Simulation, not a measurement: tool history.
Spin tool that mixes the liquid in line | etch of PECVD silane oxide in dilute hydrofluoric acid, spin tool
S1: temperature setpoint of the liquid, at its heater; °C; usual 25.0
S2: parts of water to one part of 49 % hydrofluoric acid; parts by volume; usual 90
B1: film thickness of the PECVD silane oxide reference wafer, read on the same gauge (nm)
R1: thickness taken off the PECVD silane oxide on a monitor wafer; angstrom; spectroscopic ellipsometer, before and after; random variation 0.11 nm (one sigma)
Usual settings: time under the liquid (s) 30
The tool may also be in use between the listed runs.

{"run": 1, "day": 0.0, "S1": 28.0, "S2": 90, "time under the liquid (s)": 30, "B1": 110.0, "R1": 210.1}
{"run": 2, "day": 12.454, "S1": 25.0, "S2": 90, "time under the liquid (s)": 30, "B1": 110.03, "R1": 187.7}
{"run": 3, "day": 15.283, "S1": 25.0, "S2": 90, "time under the liquid (s)": 30, "B1": 110.01, "R1": 187.8}
{"run": 4, "day": 19.633, "S1": 25.0, "S2": 90, "time under the liquid (s)": 30, "B1": 110.01, "R1": 188.6}
{"run": 5, "day": 21.729, "S1": 25.0, "S2": 90, "time under the liquid (s)": 20, "B1": 109.98, "R1": 125.3}
{"run": 6, "day": 25.888, "S1": 25.0, "S2": 90, "time under the liquid (s)": 20, "B1": 109.98, "R1": 126.1}
{"run": 7, "day": 30.279, "S1": 25.0, "S2": 90, "time under the liquid (s)": 20, "B1": 110.04, "R1": 126.2}
{"run": 8, "day": 33.725, "S1": 27.0, "S2": 90, "time under the liquid (s)": 30, "B1": 110.0, "R1": 207.1}
{"run": 9, "day": 36.362, "S1": 25.0, "S2": 90, "time under the liquid (s)": 30, "B1": 109.99, "R1": 191.8}
{"run": 10, "day": 40.733, "S1": 25.0, "S2": 90, "time under the liquid (s)": 30, "B1": 110.02, "R1": 192.0}
{"day": 42.358, "done": "hydrofluoric acid flow meter replaced"}
{"day": 42.667, "done": "gauge calibrated"}
{"run": 11, "day": 43.596, "S1": 25.0, "S2": 90, "time under the liquid (s)": 15, "B1": 110.01, "R1": 96.9}
{"run": 12, "day": 46.371, "S1": 23.5, "S2": 60, "time under the liquid (s)": 15, "B1": 110.02, "R1": 141.2}
{"run": 13, "day": 48.321, "S1": 23.5, "S2": 90, "time under the liquid (s)": 40, "B1": 110.02, "R1": 242.5}
{"day": 50.354, "done": "thermometer replaced"}
{"run": 14, "day": 50.95, "S1": 23.5, "S2": 65, "time under the liquid (s)": 40, "B1": 109.99, "R1": 324.3}
{"run": 15, "day": 53.038, "S1": 21.5, "S2": 90, "time under the liquid (s)": 30, "B1": 110.05, "R1": 157.6}
{"run": 16, "day": 57.362, "S1": 25.0, "S2": 90, "time under the liquid (s)": 30, "B1": 109.96, "R1": 179.4}
{"run": 17, "day": 60.692, "S1": 20.5, "S2": 90, "time under the liquid (s)": 30, "B1": 110.0, "R1": 153.2}
{"run": 18, "day": 62.362, "S1": 25.0, "S2": 90, "time under the liquid (s)": 30, "B1": 110.05, "R1": 181.4}
{"run": 19, "day": 64.658, "S1": 25.0, "S2": 90, "time under the liquid (s)": 30, "B1": 110.06, "R1": 183.0}
{"run": 20, "day": 67.938, "S1": 21.0, "S2": 90, "time under the liquid (s)": 40, "B1": 110.0, "R1": 207.0}
{"run": 21, "day": 69.6, "S1": 25.0, "S2": 90, "time under the liquid (s)": 30, "B1": 110.01, "R1": 182.5}

3 ways to go on from here, each from the tool as it stands after run 21. What would each give?
{"run": "A", "day": 69.617, "S1": 25.0, "S2": 90, "time under the liquid (s)": 25, "B1": "?", "R1": "?"}
{"run": "B", "day": 69.617, "S1": 21.0, "S2": 90, "time under the liquid (s)": 30, "B1": "?", "R1": "?"}
{"run": "C", "day": 69.617, "S1": 27.0, "S2": 120, "time under the liquid (s)": 15, "B1": "?", "R1": "?"}

run=A B1=110.01 R1=151.5
run=B B1=110.01 R1=154.9
run=C B1=110.01 R1=70.9
Without the tool's hidden state the same runs would have given:
run=A R1=149.2
run=B R1=152.4
run=C R1=69.8
